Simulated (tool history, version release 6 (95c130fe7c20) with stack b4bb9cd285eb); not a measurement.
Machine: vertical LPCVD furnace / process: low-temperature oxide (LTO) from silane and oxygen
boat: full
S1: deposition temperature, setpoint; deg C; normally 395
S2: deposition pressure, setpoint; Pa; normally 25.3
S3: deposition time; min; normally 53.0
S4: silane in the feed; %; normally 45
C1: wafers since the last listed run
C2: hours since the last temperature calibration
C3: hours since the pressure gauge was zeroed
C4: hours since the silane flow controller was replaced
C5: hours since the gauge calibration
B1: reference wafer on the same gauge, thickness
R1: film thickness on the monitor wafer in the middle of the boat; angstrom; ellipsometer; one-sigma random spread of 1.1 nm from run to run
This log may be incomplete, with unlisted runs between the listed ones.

| run | hour | S1 | S2 | S3 | S4 | C1 | C2 | C3 | C4 | C5 | B1 | R1 |
|---|---|---|---|---|---|---|---|---|---|---|---|---|
| 1 | 0.0 | 395 | 25.3 | 53.0 | 45 | 0 | 4257.3 | 3681.9 | 4271.2 | 625.0 | 369.42 | 4686.9 |
| 2 | 32.4 | 395 | 25.3 | 53.0 | 45 | 444 | 4289.7 | 3714.3 | 4303.6 | 657.4 | 368.88 | 4714.5 |
| 3 | 56.7 | 395 | 30.7 | 53.0 | 50 | 333 | 4314.0 | 3738.6 | 4327.9 | 681.7 | 368.98 | 6229.1 |
| 4 | 89.0 | 401 | 25.3 | 53.0 | 45 | 442 | 4346.3 | 3770.9 | 4360.2 | 714.0 | 368.74 | 5009.6 |
| 5 | 120.2 | 401 | 25.3 | 53.0 | 45 | 427 | 4377.5 | 3802.1 | 4391.4 | 745.2 | 368.84 | 5043.0 |
| 6 | 137.2 | 401 | 25.3 | 53.0 | 45 | 233 | 4394.5 | 3819.1 | 4408.4 | 762.2 | 368.95 | 5016.2 |
| 7 | 153.1 | 407 | 20.7 | 66.5 | 36 | 217 | 4410.4 | 3835.0 | 4424.3 | 778.1 | 368.89 | 4275.0 |
|  | 203.2 | pressure gauge zeroed |
| 8 | 203.7 | 395 | 20.7 | 65.5 | 40 | 364 | 4461.0 | 0.5 | 4474.9 | 828.7 | 369.32 | 4027.8 |
| 9 | 217.9 | 395 | 25.3 | 43.0 | 45 | 194 | 4475.2 | 14.7 | 4489.1 | 842.9 | 369.25 | 3692.0 |
|  | 247.2 | silane flow controller replaced |
| 10 | 307.0 | 395 | 25.3 | 53.0 | 45 | 892 | 4564.3 | 103.8 | 59.8 | 932.0 | 368.89 | 4557.5 |
| 11 | 324.5 | 389 | 25.3 | 53.0 | 45 | 239 | 4581.8 | 121.3 | 77.3 | 949.5 | 369.59 | 4275.8 |
|  | 348.6 | gauge calibrated |
| 12 | 358.7 | 395 | 25.3 | 53.0 | 45 | 468 | 4616.0 | 155.5 | 111.5 | 10.1 | 369.02 | 4548.4 |
| 13 | 376.0 | 395 | 25.3 | 53.0 | 45 | 237 | 4633.3 | 172.8 | 128.8 | 27.4 | 369.00 | 4573.0 |
| 14 | 406.1 | 395 | 25.3 | 53.0 | 45 | 412 | 4663.4 | 202.9 | 158.9 | 57.5 | 368.70 | 4562.6 |
| 15 | 422.8 | 386 | 25.3 | 53.0 | 42 | 228 | 4680.1 | 219.6 | 175.6 | 74.2 | 368.67 | 3824.4 |
| 16 | 442.4 | 395 | 25.3 | 53.0 | 45 | 268 | 4699.7 | 239.2 | 195.2 | 93.8 | 368.77 | 4549.4 |
|  | 479.9 | thermocouples replaced and temperature profile calibrated |
| 17 | 480.4 | 395 | 23.3 | 53.0 | 40 | 191 | 0.5 | 277.2 | 233.2 | 131.8 | 369.18 | 3689.4 |
| 18 | 485.1 | 395 | 25.3 | 53.0 | 45 | 64 | 5.2 | 281.9 | 237.9 | 136.5 | 369.60 | 4545.0 |
| 19 | 511.0 | 385 | 28.0 | 53.0 | 45 | 355 | 31.1 | 307.8 | 263.8 | 162.4 | 369.25 | 4518.7 |
| 20 | 536.1 | 388 | 23.3 | 62.5 | 45 | 344 | 56.2 | 332.9 | 288.9 | 187.5 | 369.06 | 4605.2 |
| 21 | 561.1 | 387 | 28.0 | 35.5 | 42 | 342 | 81.2 | 357.9 | 313.9 | 212.5 | 368.81 | 2855.0 |
| 22 | 583.7 | 395 | 25.3 | 53.0 | 45 | 309 | 103.8 | 380.5 | 336.5 | 235.1 | 369.09 | 4543.6 |
| 23 | 601.2 | 386 | 25.3 | 53.0 | 45 | 239 | 121.3 | 398.0 | 354.0 | 252.6 | 368.40 | 4138.0 |
| 24 | 627.4 | 395 | 22.0 | 59.0 | 45 | 359 | 147.5 | 424.2 | 380.2 | 278.8 | 369.36 | 4429.6 |
| 25 | 649.7 | 395 | 28.0 | 53.0 | 45 | 305 | 169.8 | 446.5 | 402.5 | 301.1 | 369.32 | 5044.8 |
| 26 | 674.7 | 395 | 25.3 | 73.0 | 45 | 342 | 194.8 | 471.5 | 427.5 | 326.1 | 368.83 | 6310.6 |
| 27 | 697.1 | 395 | 28.0 | 65.0 | 45 | 307 | 217.2 | 493.9 | 449.9 | 348.5 | 369.22 | 6196.4 |
| 28 | 725.5 | 395 | 30.0 | 53.0 | 45 | 389 | 245.6 | 522.3 | 478.3 | 376.9 | 368.72 | 5407.1 |
| 29 | 756.1 | 395 | 25.3 | 53.0 | 45 | 419 | 276.2 | 552.9 | 508.9 | 407.5 | 369.05 | 4578.7 |
| 30 | 782.0 | 387 | 22.0 | 53.0 | 45 | 355 | 302.1 | 578.8 | 534.8 | 433.4 | 369.06 | 3652.1 |

Forecast each of these 5 alternatives for the next run:
| A | 786.8 | 395 | 25.3 | 53.0 | 45 | 65 | 306.9 | 583.6 | 539.6 | 438.2 | ? | ? |
| B | 786.8 | 384 | 25.3 | 53.0 | 50 | 65 | 306.9 | 583.6 | 539.6 | 438.2 | ? | ? |
| C | 786.8 | 395 | 25.3 | 36.5 | 45 | 65 | 306.9 | 583.6 | 539.6 | 438.2 | ? | ? |
| D | 786.8 | 395 | 21.3 | 38.0 | 45 | 65 | 306.9 | 583.6 | 539.6 | 438.2 | ? | ? |
| E | 786.8 | 401 | 28.7 | 38.0 | 50 | 65 | 306.9 | 583.6 | 539.6 | 438.2 | ? | ? |

| run | B1 | R1 |
|---|---|---|
| A | 369.03 | 4593.4 |
| B | 369.03 | 4515.8 |
| C | 369.03 | 3163.4 |
| D | 369.03 | 2783.1 |
| E | 369.03 | 4370.4 |
With the hidden condition removed and each run's random variation left untouched, the same runs would have given:
| run | R1 |
|---|---|
| A | 4507.1 |
| B | 4430.9 |
| C | 3103.9 |
| D | 2721.3 |
| E | 4297.7 |
